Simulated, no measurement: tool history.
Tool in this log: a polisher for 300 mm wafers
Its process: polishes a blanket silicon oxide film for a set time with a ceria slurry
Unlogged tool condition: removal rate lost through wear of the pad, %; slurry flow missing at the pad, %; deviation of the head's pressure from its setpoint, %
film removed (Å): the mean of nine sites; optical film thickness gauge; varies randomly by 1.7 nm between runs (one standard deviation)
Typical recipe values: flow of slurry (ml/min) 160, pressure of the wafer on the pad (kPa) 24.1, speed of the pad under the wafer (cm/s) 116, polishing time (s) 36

run,hour,flow of slurry (ml/min),pressure of the wafer on the pad (kPa),speed of the pad under the wafer (cm/s),polishing time (s),wafers since the last listed run,wafers polished on this pad,hours since the slurry nozzle was cleaned,hours since the head pressure was calibrated,"incoming thickness of the incoming film, nm",film removed (Å)
1,0,160,24.1,116,36,0,1382,420.6,146.1,788.3,2203
# hour 31.9: slurry nozzle cleaned
2,35.3,160,24.1,116,36,310,1693,3.4,181.4,814.6,2210
3,55.4,175,30.3,116,36,182,1875,23.5,201.5,799.2,2815
4,87.5,160,24.1,116,36,290,2166,55.6,233.6,796.4,2197
# hour 94: worn pad replaced by a new one
5,107.3,160,24.1,116,36,143,120,75.4,253.4,813.5,2204
6,125,160,24.1,116,36,160,280,93.1,271.1,806.2,2190
7,137.4,160,24.1,96,36,112,393,105.5,283.5,795.8,1846
8,171.2,160,24.1,96,36,306,699,139.3,317.3,800.9,1841
9,184.6,185,24.1,116,36,121,820,152.7,330.7,800,2284
10,213.9,185,24.1,116,36,265,1086,182,360,801.9,2254
11,235.1,160,24.1,116,36,192,1278,203.2,381.2,795,2212
# hour 263.7: head pressure recalibrated
12,268.6,160,24.1,116,36,285,1563,236.7,4.9,790.2,2125
# hour 284.7: worn pad replaced by a new one
13,299,160,24.1,116,36,239,129,267.1,35.3,804.3,2156
14,314.7,160,24.1,116,36,142,271,282.8,51,793.3,2170
15,327.7,135,26.2,116,36,117,389,295.8,64,810.2,2299
16,340.6,135,26.2,116,36,116,506,308.7,76.9,792.4,2282
17,374.8,160,15.9,116,36,309,816,342.9,111.1,795.6,1438
18,387.3,160,24.1,116,36,113,929,355.4,123.6,792.7,2148
19,411.9,160,31.7,116,31,222,1152,380,148.2,805,2471
20,431.6,160,24.1,116,36,178,1331,399.7,167.9,795.1,2215
21,447.1,160,24.1,116,36,140,1471,415.2,183.4,816,2192
22,466.9,120,24.1,116,46,179,1650,435,203.2,796.3,2655
# hour 480.1: slurry nozzle cleaned
# hour 499.8: worn pad replaced by a new one
23,552.6,175,24.1,116,36,731,478,72.5,288.9,799.7,2237
24,575,160,24.1,116,36,202,681,94.9,311.3,797.9,2214
25,598.4,205,24.1,116,36,212,893,118.3,334.7,798.4,2302
# hour 621.7: head pressure recalibrated
26,624.2,160,24.1,116,26,215,1109,144.1,2.5,790.9,1520
27,652.3,160,26.9,92,30,254,1363,172.2,30.6,802.6,1605
28,685.2,180,17.9,116,36,298,1662,205.1,63.5,801.6,1647
# hour 708.3: worn pad replaced by a new one
29,712.9,160,24.1,116,36,214,41,232.8,91.2,806.3,2169
30,732.4,175,30.3,116,36,176,218,252.3,110.7,807.9,2707
31,760.7,105,20,134,28,256,474,280.6,139,802,1466
32,793.3,205,24.1,144,36,295,770,313.2,171.6,798.3,2751
33,808.4,160,24.1,116,36,136,907,328.3,186.7,810.2,2195
34,826.5,160,24.1,116,36,163,1071,346.4,204.8,801.6,2196
35,854.4,160,24.1,116,36,252,1323,374.3,232.7,794.2,2216
36,890.3,115,21.4,154,43,325,1649,410.2,268.6,804.1,2808
37,903.5,205,24.1,148,44,119,1768,423.4,281.8,792.3,3540

Below are 4 alternative next runs, each starting from the tool's condition after run 37. Predict each:
A,903.9,160,24.1,116,36,3,1772,423.8,282.2,811.1,?
B,903.9,160,30.3,116,43,3,1772,423.8,282.2,811.1,?
C,903.9,205,24.1,116,29,3,1772,423.8,282.2,811.1,?
D,903.9,160,24.1,116,30,3,1772,423.8,282.2,811.1,?

run,film removed (Å)
A,2240
B,3364
C,1876
D,1867
With no hidden state in the tool, these same runs would have given:
run,film removed (Å)
A,2128
B,3196
C,1782
D,1774
